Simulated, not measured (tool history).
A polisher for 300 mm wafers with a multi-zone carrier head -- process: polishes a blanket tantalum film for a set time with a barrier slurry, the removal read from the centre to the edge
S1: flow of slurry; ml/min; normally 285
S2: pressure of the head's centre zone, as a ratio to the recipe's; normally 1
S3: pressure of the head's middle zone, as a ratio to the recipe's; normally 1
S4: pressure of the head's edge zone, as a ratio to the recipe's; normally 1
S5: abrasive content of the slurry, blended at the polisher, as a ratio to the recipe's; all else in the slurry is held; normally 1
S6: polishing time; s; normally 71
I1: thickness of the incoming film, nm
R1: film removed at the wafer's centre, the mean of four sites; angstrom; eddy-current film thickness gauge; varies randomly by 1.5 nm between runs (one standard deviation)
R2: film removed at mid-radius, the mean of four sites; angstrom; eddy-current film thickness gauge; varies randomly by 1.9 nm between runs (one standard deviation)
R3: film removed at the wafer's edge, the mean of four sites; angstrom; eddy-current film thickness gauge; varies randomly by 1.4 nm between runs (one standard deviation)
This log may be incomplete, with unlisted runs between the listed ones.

run,hour,S1,S2,S3,S4,S5,S6,I1,R1,R2,R3
1,0,285,1,1,1,1,71,417.7,1178,1160,1182
2,28.6,285,1,1,1,1,71,412.4,1266,1256,1283
3,54,285,1,1,1,1,71,425.1,1231,1239,1252
4,88,285,1,1,1,1,71,410.9,1202,1164,1188
5,112.3,285,1,1,1,1,71,415.3,1148,1121,1177
6,128.1,285,1,1,1,1,71,423.6,1254,1234,1278
7,148.2,285,1,1,1,1,71,419.6,1233,1240,1243
8,163.5,285,1,1,1,1,71,422.9,1187,1218,1220
9,195.5,285,1,1,1,1,71,420.2,1128,1134,1171
10,228.9,285,1,0.91,1,1,71,413.6,1202,1122,1272
11,251,250,1.05,1,0.96,1,71,417.2,1313,1224,1242
12,273.1,285,1,1,1,1,51,428.5,863,882,896
13,299.4,285,1,1,1,1,71,425.5,1217,1202,1216
14,315.2,285,1,1,1,1,71,425.3,1160,1171,1174
15,334.6,285,1,1.08,1.06,1,71,417.7,1305,1329,1339
16,348.4,215,1,1,1,1.25,71,426.8,1302,1325,1340
17,401.3,345,1.08,1.07,0.96,1,71,414.7,1283,1268,1199
18,469.4,285,0.94,1,1,1,79,416,1266,1333,1338
19,492.8,285,1,1,1,1,71,426.6,1174,1154,1190
20,513.2,285,1,0.88,0.95,1,71,413.8,1126,1017,1127

Withheld: 9 entries from between the runs. Position of each, and hidden state at the listed run before versus the listed run after:
After run 1, before run 2: worn pad replaced by a new one (hour 20.4)
  removal rate lost through wear of the pad, %: 9.25 -> 1.49; slurry flow missing at the pad, %: 11.3 -> 14.9
  measured result minus the result with no hidden state, R1: -136 -> -40 angstrom; R2: -132 -> -39 angstrom; R3: -131 -> -34 angstrom
After run 5, before run 6: worn pad replaced by a new one (hour 117.1)
  removal rate lost through wear of the pad, %: 9.59 -> 1.24; slurry flow missing at the pad, %: 25.2 -> 27.2
  measured result minus the result with no hidden state, R1: -162 -> -61 angstrom; R2: -155 -> -55 angstrom; R3: -153 -> -46 angstrom
After run 9, before run 10: edge zone pressure recalibrated (hour 207.6); carrier head's membrane replaced by a new one (hour 225.5); worn pad replaced by a new one (hour 228.4)
  removal rate lost through wear of the pad, %: 7.76 -> 0.923; slurry flow missing at the pad, %: 35.6 -> 39.7
  measured result minus the result with no hidden state, R1: -158 -> -85 angstrom; R2: -152 -> -72 angstrom; R3: -142 -> -64 angstrom
After run 10, before run 11: slurry nozzle cleaned (hour 248.2)
  removal rate lost through wear of the pad, %: 0.923 -> 3.06; slurry flow missing at the pad, %: 39.7 -> 2.19
  measured result minus the result with no hidden state, R1: -85 -> -44 angstrom; R2: -72 -> -41 angstrom; R3: -64 -> -41 angstrom
After run 11, before run 12: centre zone pressure recalibrated (hour 257.5)
  removal rate lost through wear of the pad, %: 3.06 -> 5.2; slurry flow missing at the pad, %: 2.19 -> 4.93
  measured result minus the result with no hidden state, R1: -44 -> -52 angstrom; R2: -41 -> -52 angstrom; R3: -41 -> -53 angstrom
After run 14, before run 15: worn pad replaced by a new one (hour 334.1)
  removal rate lost through wear of the pad, %: 9.28 -> 1.51; slurry flow missing at the pad, %: 10.2 -> 12.6
  measured result minus the result with no hidden state, R1: -133 -> -39 angstrom; R2: -132 -> -37 angstrom; R3: -130 -> -34 angstrom
After run 17, before run 18: worn pad replaced by a new one (hour 433.1)
  removal rate lost through wear of the pad, %: 7.96 -> 4.65; slurry flow missing at the pad, %: 20.8 -> 29.3
  measured result minus the result with no hidden state, R1: -141 -> -113 angstrom; R2: -136 -> -115 angstrom; R3: -123 -> -103 angstrom

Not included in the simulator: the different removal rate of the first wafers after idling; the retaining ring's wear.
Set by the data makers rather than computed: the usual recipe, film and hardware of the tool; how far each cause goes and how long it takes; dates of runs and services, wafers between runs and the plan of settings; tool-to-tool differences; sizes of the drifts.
